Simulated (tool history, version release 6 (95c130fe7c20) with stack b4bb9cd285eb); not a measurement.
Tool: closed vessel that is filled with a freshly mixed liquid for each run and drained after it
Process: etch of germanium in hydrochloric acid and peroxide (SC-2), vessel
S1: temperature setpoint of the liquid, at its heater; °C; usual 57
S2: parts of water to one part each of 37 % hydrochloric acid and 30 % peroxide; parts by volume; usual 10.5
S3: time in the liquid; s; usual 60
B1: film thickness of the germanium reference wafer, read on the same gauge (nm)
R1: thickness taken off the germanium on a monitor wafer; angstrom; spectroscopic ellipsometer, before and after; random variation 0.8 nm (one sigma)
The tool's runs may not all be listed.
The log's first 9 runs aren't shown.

run,day,S1,S2,S3,B1,R1
# day 18.312: gauge calibrated
10,21.675,49.5,6.5,60,90.01,1114.4
# day 22.058: chemicals flow meter replaced
11,23.912,65,8,80,89.98,2335.2
# day 24.008: thermometer replaced, repeated, since the last time left the tool worse
12,26.554,57,7,60,90.02,1324.3
13,29.138,57,13,60,90,1231
14,31.283,65,8,60,89.98,1658.2
15,33.104,57,10.5,60,89.96,1281.6
16,35.483,57,10.5,60,90,1283.2
17,37.321,65.5,12.5,30,90.02,795.2
18,39.858,57,10.5,60,90,1279.2

Run 19 comes next. What will it give?
19,41.138,49.5,6.5,60,?,?

B1: 90
R1: 1065.9 angstrom
Without the tool's hidden state the same run would have given R1 1048.9 angstrom.
